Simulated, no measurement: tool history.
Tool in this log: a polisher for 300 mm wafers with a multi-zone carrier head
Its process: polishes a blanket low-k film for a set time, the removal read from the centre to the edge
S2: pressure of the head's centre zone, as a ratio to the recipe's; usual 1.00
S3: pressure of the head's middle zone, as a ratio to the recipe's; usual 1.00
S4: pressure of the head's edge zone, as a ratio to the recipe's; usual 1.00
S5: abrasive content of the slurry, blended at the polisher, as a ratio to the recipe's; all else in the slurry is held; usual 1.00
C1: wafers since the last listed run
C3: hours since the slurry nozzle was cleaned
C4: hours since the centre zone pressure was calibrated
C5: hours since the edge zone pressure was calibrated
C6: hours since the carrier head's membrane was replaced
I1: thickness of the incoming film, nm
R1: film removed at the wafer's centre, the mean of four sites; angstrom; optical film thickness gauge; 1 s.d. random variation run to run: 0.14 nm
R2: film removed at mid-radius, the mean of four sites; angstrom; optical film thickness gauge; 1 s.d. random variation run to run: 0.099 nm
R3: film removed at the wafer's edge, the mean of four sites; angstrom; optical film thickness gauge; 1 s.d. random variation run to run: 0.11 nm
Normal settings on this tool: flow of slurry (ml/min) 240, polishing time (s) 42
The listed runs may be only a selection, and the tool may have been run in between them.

{"run": 1, "day": 0.0, "flow of slurry (ml/min)": 240, "S2": 1.0, "S3": 1.06, "S4": 1.0, "S5": 1.0, "polishing time (s)": 42, "C1": 0, "wafers polished on this pad": 74, "C3": 117.6, "C4": 122.0, "C5": 153.2, "C6": 887.2, "I1": 739.8, "R1": 97, "R2": 105, "R3": 101}
{"run": 2, "day": 3.929, "flow of slurry (ml/min)": 240, "S2": 1.0, "S3": 1.06, "S4": 1.0, "S5": 1.0, "polishing time (s)": 42, "C1": 602, "wafers polished on this pad": 677, "C3": 211.9, "C4": 216.3, "C5": 247.5, "C6": 981.5, "I1": 747.9, "R1": 94, "R2": 103, "R3": 99}
{"run": 3, "day": 15.171, "flow of slurry (ml/min)": 240, "S2": 1.0, "S3": 1.04, "S4": 0.98, "S5": 1.0, "polishing time (s)": 42, "C1": 1724, "wafers polished on this pad": 2401, "C3": 481.7, "C4": 486.1, "C5": 517.3, "C6": 1251.3, "I1": 740.2, "R1": 88, "R2": 94, "R3": 92}
{"run": 4, "day": 17.779, "flow of slurry (ml/min)": 240, "S2": 1.0, "S3": 1.04, "S4": 0.98, "S5": 1.0, "polishing time (s)": 42, "C1": 400, "wafers polished on this pad": 2801, "C3": 544.3, "C4": 548.7, "C5": 579.9, "C6": 1313.9, "I1": 749.8, "R1": 86, "R2": 92, "R3": 92}
{"run": 5, "day": 19.542, "flow of slurry (ml/min)": 240, "S2": 1.04, "S3": 1.0, "S4": 1.09, "S5": 1.0, "polishing time (s)": 42, "C1": 270, "wafers polished on this pad": 3071, "C3": 586.6, "C4": 591.0, "C5": 622.2, "C6": 1356.2, "I1": 754.9, "R1": 91, "R2": 87, "R3": 93}
{"day": 19.638, "done": "slurry nozzle cleaned"}
{"day": 20.746, "done": "worn pad replaced by a new one"}
{"run": 6, "day": 21.292, "flow of slurry (ml/min)": 180, "S2": 0.9, "S3": 1.0, "S4": 1.0, "S5": 1.0, "polishing time (s)": 42, "C1": 236, "wafers polished on this pad": 83, "C3": 39.7, "C4": 633.0, "C5": 664.2, "C6": 1398.2, "I1": 741.6, "R1": 88, "R2": 100, "R3": 102}
{"day": 21.429, "done": "centre zone pressure recalibrated"}
{"run": 7, "day": 24.633, "flow of slurry (ml/min)": 240, "S2": 1.0, "S3": 1.08, "S4": 1.07, "S5": 1.0, "polishing time (s)": 42, "C1": 499, "wafers polished on this pad": 583, "C3": 119.9, "C4": 76.9, "C5": 744.4, "C6": 1478.4, "I1": 751.2, "R1": 100, "R2": 110, "R3": 104}
{"day": 25.442, "done": "edge zone pressure recalibrated"}
{"run": 8, "day": 27.717, "flow of slurry (ml/min)": 240, "S2": 1.0, "S3": 1.0, "S4": 1.11, "S5": 1.0, "polishing time (s)": 42, "C1": 460, "wafers polished on this pad": 1043, "C3": 193.9, "C4": 150.9, "C5": 54.6, "C6": 1552.4, "I1": 752.4, "R1": 100, "R2": 100, "R3": 104}
{"run": 9, "day": 29.238, "flow of slurry (ml/min)": 305, "S2": 0.96, "S3": 1.0, "S4": 1.0, "S5": 1.15, "polishing time (s)": 54, "C1": 233, "wafers polished on this pad": 1276, "C3": 230.4, "C4": 187.4, "C5": 91.1, "C6": 1588.9, "I1": 752.4, "R1": 131, "R2": 138, "R3": 140}
{"run": 10, "day": 42.721, "flow of slurry (ml/min)": 275, "S2": 0.88, "S3": 1.0, "S4": 1.0, "S5": 1.0, "polishing time (s)": 42, "C1": 2068, "wafers polished on this pad": 3344, "C3": 554.0, "C4": 511.0, "C5": 414.7, "C6": 1912.5, "I1": 748.1, "R1": 80, "R2": 94, "R3": 94}
{"day": 44.362, "done": "centre zone pressure recalibrated"}
{"day": 46.675, "done": "slurry nozzle cleaned"}
{"day": 46.888, "done": "worn pad replaced by a new one"}
{"run": 11, "day": 46.946, "flow of slurry (ml/min)": 240, "S2": 1.0, "S3": 1.0, "S4": 1.1, "S5": 1.0, "polishing time (s)": 42, "C1": 603, "wafers polished on this pad": 8, "C3": 6.5, "C4": 62.0, "C5": 516.1, "C6": 2013.9, "I1": 745.7, "R1": 105, "R2": 106, "R3": 109}
{"run": 12, "day": 49.2, "flow of slurry (ml/min)": 240, "S2": 1.0, "S3": 1.0, "S4": 0.88, "S5": 1.0, "polishing time (s)": 37, "C1": 345, "wafers polished on this pad": 354, "C3": 60.6, "C4": 116.1, "C5": 570.2, "C6": 2068.0, "I1": 741.9, "R1": 89, "R2": 91, "R3": 89}
{"day": 49.533, "done": "carrier head's membrane replaced by a new one"}
{"run": 13, "day": 53.146, "flow of slurry (ml/min)": 240, "S2": 1.0, "S3": 1.0, "S4": 1.0, "S5": 1.0, "polishing time (s)": 42, "C1": 573, "wafers polished on this pad": 927, "C3": 155.3, "C4": 210.8, "C5": 664.9, "C6": 86.7, "I1": 754.3, "R1": 100, "R2": 100, "R3": 101}
{"run": 14, "day": 55.646, "flow of slurry (ml/min)": 240, "S2": 1.0, "S3": 1.0, "S4": 1.0, "S5": 1.0, "polishing time (s)": 42, "C1": 383, "wafers polished on this pad": 1311, "C3": 215.3, "C4": 270.8, "C5": 724.9, "C6": 146.7, "I1": 739.4, "R1": 97, "R2": 99, "R3": 102}
{"day": 58.783, "done": "edge zone pressure recalibrated"}
{"run": 15, "day": 58.821, "flow of slurry (ml/min)": 240, "S2": 1.0, "S3": 1.0, "S4": 1.0, "S5": 1.0, "polishing time (s)": 42, "C1": 474, "wafers polished on this pad": 1785, "C3": 291.5, "C4": 347.0, "C5": 0.9, "C6": 222.9, "I1": 754.5, "R1": 99, "R2": 98, "R3": 100}
{"run": 16, "day": 61.4, "flow of slurry (ml/min)": 240, "S2": 1.0, "S3": 1.0, "S4": 1.1, "S5": 1.0, "polishing time (s)": 42, "C1": 395, "wafers polished on this pad": 2181, "C3": 353.4, "C4": 408.9, "C5": 62.8, "C6": 284.8, "I1": 744.7, "R1": 96, "R2": 96, "R3": 99}
{"run": 17, "day": 65.075, "flow of slurry (ml/min)": 240, "S2": 1.0, "S3": 1.0, "S4": 1.0, "S5": 1.0, "polishing time (s)": 42, "C1": 563, "wafers polished on this pad": 2744, "C3": 441.6, "C4": 497.1, "C5": 151.0, "C6": 373.0, "I1": 762.9, "R1": 94, "R2": 95, "R3": 95}
{"run": 18, "day": 68.717, "flow of slurry (ml/min)": 210, "S2": 1.0, "S3": 1.11, "S4": 1.0, "S5": 0.7, "polishing time (s)": 42, "C1": 558, "wafers polished on this pad": 3303, "C3": 529.0, "C4": 584.5, "C5": 238.4, "C6": 460.4, "I1": 752.9, "R1": 76, "R2": 84, "R3": 81}
{"day": 69.788, "done": "centre zone pressure recalibrated"}
{"run": 19, "day": 70.292, "flow of slurry (ml/min)": 240, "S2": 1.0, "S3": 1.0, "S4": 0.96, "S5": 1.0, "polishing time (s)": 42, "C1": 228, "wafers polished on this pad": 3532, "C3": 566.8, "C4": 12.1, "C5": 276.2, "C6": 498.2, "I1": 754.1, "R1": 90, "R2": 90, "R3": 91}
{"day": 70.983, "done": "worn pad replaced by a new one"}
{"day": 72.833, "done": "slurry nozzle cleaned"}
{"run": 20, "day": 74.429, "flow of slurry (ml/min)": 240, "S2": 1.0, "S3": 1.0, "S4": 1.0, "S5": 1.0, "polishing time (s)": 42, "C1": 602, "wafers polished on this pad": 521, "C3": 38.3, "C4": 111.4, "C5": 375.5, "C6": 597.5, "I1": 747.7, "R1": 102, "R2": 103, "R3": 103}

Here are 5 independent what-if runs from the current tool condition. What would each one return?
{"run": "A", "day": 74.446, "flow of slurry (ml/min)": 240, "S2": 1.0, "S3": 1.0, "S4": 1.07, "S5": 1.0, "polishing time (s)": 42, "C1": 2, "wafers polished on this pad": 524, "C3": 38.7, "C4": 111.8, "C5": 375.9, "C6": 597.9, "I1": 745.3, "R1": "?", "R2": "?", "R3": "?"}
{"run": "B", "day": 74.446, "flow of slurry (ml/min)": 305, "S2": 1.0, "S3": 0.93, "S4": 0.94, "S5": 1.0, "polishing time (s)": 42, "C1": 2, "wafers polished on this pad": 524, "C3": 38.7, "C4": 111.8, "C5": 375.9, "C6": 597.9, "I1": 745.3, "R1": "?", "R2": "?", "R3": "?"}
{"run": "C", "day": 74.446, "flow of slurry (ml/min)": 240, "S2": 1.04, "S3": 1.0, "S4": 1.04, "S5": 1.0, "polishing time (s)": 42, "C1": 2, "wafers polished on this pad": 524, "C3": 38.7, "C4": 111.8, "C5": 375.9, "C6": 597.9, "I1": 745.3, "R1": "?", "R2": "?", "R3": "?"}
{"run": "D", "day": 74.446, "flow of slurry (ml/min)": 185, "S2": 1.0, "S3": 1.0, "S4": 1.1, "S5": 1.1, "polishing time (s)": 42, "C1": 2, "wafers polished on this pad": 524, "C3": 38.7, "C4": 111.8, "C5": 375.9, "C6": 597.9, "I1": 745.3, "R1": "?", "R2": "?", "R3": "?"}
{"run": "E", "day": 74.446, "flow of slurry (ml/min)": 240, "S2": 1.0, "S3": 1.0, "S4": 1.0, "S5": 1.0, "polishing time (s)": 35, "C1": 2, "wafers polished on this pad": 524, "C3": 38.7, "C4": 111.8, "C5": 375.9, "C6": 597.9, "I1": 745.3, "R1": "?", "R2": "?", "R3": "?"}

run=A R1=99 R2=103 R3=105
run=B R1=102 R2=99 R3=102
run=C R1=103 R2=103 R3=104
run=D R1=99 R2=103 R3=107
run=E R1=83 R2=86 R3=85
With the hidden condition removed and each run's random variation left untouched, the same runs would have given:
run=A R1=102 R2=106 R3=107
run=B R1=104 R2=102 R3=104
run=C R1=106 R2=106 R3=106
run=D R1=102 R2=106 R3=110
run=E R1=85 R2=88 R3=87
